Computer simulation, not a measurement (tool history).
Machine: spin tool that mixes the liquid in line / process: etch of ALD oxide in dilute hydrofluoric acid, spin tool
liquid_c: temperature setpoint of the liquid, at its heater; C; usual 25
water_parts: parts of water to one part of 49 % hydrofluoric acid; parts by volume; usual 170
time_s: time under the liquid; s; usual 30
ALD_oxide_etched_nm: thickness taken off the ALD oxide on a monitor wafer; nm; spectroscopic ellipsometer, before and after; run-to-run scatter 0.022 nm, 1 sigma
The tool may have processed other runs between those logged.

run,hour,liquid_c,water_parts,time_s,wafers since the last listed run,hours since the thermometer was replaced,hours since the hydrofluoric acid flow meter was replaced,hours since the gauge calibration,"read-back film thickness of the ALD oxide reference wafer, read on the same gauge (nm)",ALD_oxide_etched_nm
1,0,25,170,30,0,530.6,1476.9,980.8,29.999,4.456
# hour 14.1: gauge calibrated
2,64.8,25,170,30,1111,595.4,1541.7,50.7,30,4.42
3,92.8,25,170,30,480,623.4,1569.7,78.7,30.018,4.47
4,117.8,25,170,30,428,648.4,1594.7,103.7,29.995,4.428
5,150.3,21,210,30,557,680.9,1627.2,136.2,29.994,2.97
6,205.1,26.5,170,40,940,735.7,1682,191,30.002,6.265
7,230.4,26.5,170,40,434,761,1707.3,216.3,30.01,6.244
8,333.1,25,170,30,1761,863.7,1810,319,29.977,4.389
9,366.3,25,170,30,569,896.9,1843.2,352.2,30.025,4.417
10,421.9,25,170,30,953,952.5,1898.8,407.8,29.968,4.403
11,454.4,25,170,30,557,985,1931.3,440.3,29.961,4.351
12,493.6,25,225,40,672,1024.2,1970.5,479.5,30.005,4.145
# hour 607.4: hydrofluoric acid flow meter replaced
13,629.1,25,225,40,2307,1159.7,21.7,615,30.025,4.122
14,685.3,25,225,40,964,1215.9,77.9,671.2,29.985,4.132
15,715,25,170,30,509,1245.6,107.6,700.9,29.984,4.399
16,780.1,25,170,30,1116,1310.7,172.7,766,29.995,4.317
17,838.2,28.5,170,45,996,1368.8,230.8,824.1,29.999,7.449
18,891.9,21,210,30,921,1422.5,284.5,877.8,29.996,2.898
19,991.9,25,170,30,1715,1522.5,384.5,977.8,30.016,4.339
20,1036.4,30,105,30,763,1567,429,1022.3,30.025,9.04
21,1086.1,30,120,45,852,1616.7,478.7,1072,29.984,11.765
# hour 1137.3: thermometer replaced
22,1137.8,28.5,170,15,869,0.5,530.4,1123.7,29.989,2.585
# hour 1155.4: gauge calibrated
23,1194.1,25,205,15,965,56.8,586.7,38.7,29.982,1.808
24,1273.6,25,170,30,1363,136.3,666.2,118.2,29.988,4.502
25,1337.7,25,95,30,1099,200.4,730.3,182.3,30.006,8.792
26,1517.8,25,170,30,3089,380.5,910.4,362.4,29.987,4.459
27,1560.8,28,170,20,737,423.5,953.4,405.4,29.995,3.292
28,1589.3,22,170,30,488,452,981.9,433.9,29.99,3.983
29,1658.9,25,170,15,1194,521.6,1051.5,503.5,30.016,2.22
30,1717.1,30,225,40,998,579.8,1109.7,561.7,30.003,5.03
31,1741.7,25,170,30,422,604.4,1134.3,586.3,30.004,4.435
32,1783.1,25,220,15,710,645.8,1175.7,627.7,29.989,1.635

What if the next run were any one of these 4? Each begins from the tool's condition after run 32:
A,1783.5,25,170,50,6,646.2,1176.1,628.1,?,?
B,1783.5,25,245,15,6,646.2,1176.1,628.1,?,?
C,1783.5,23,205,35,6,646.2,1176.1,628.1,?,?
D,1783.5,25,130,20,6,646.2,1176.1,628.1,?,?

run,"read-back film thickness of the ALD oxide reference wafer, read on the same gauge (nm)",ALD_oxide_etched_nm
A,29.978,7.298
B,29.978,1.401
C,29.978,3.785
D,29.978,3.998
Had the tool no hidden state, the same runs would have come out as:
run,ALD_oxide_etched_nm
A,7.484
B,1.435
C,3.881
D,4.102

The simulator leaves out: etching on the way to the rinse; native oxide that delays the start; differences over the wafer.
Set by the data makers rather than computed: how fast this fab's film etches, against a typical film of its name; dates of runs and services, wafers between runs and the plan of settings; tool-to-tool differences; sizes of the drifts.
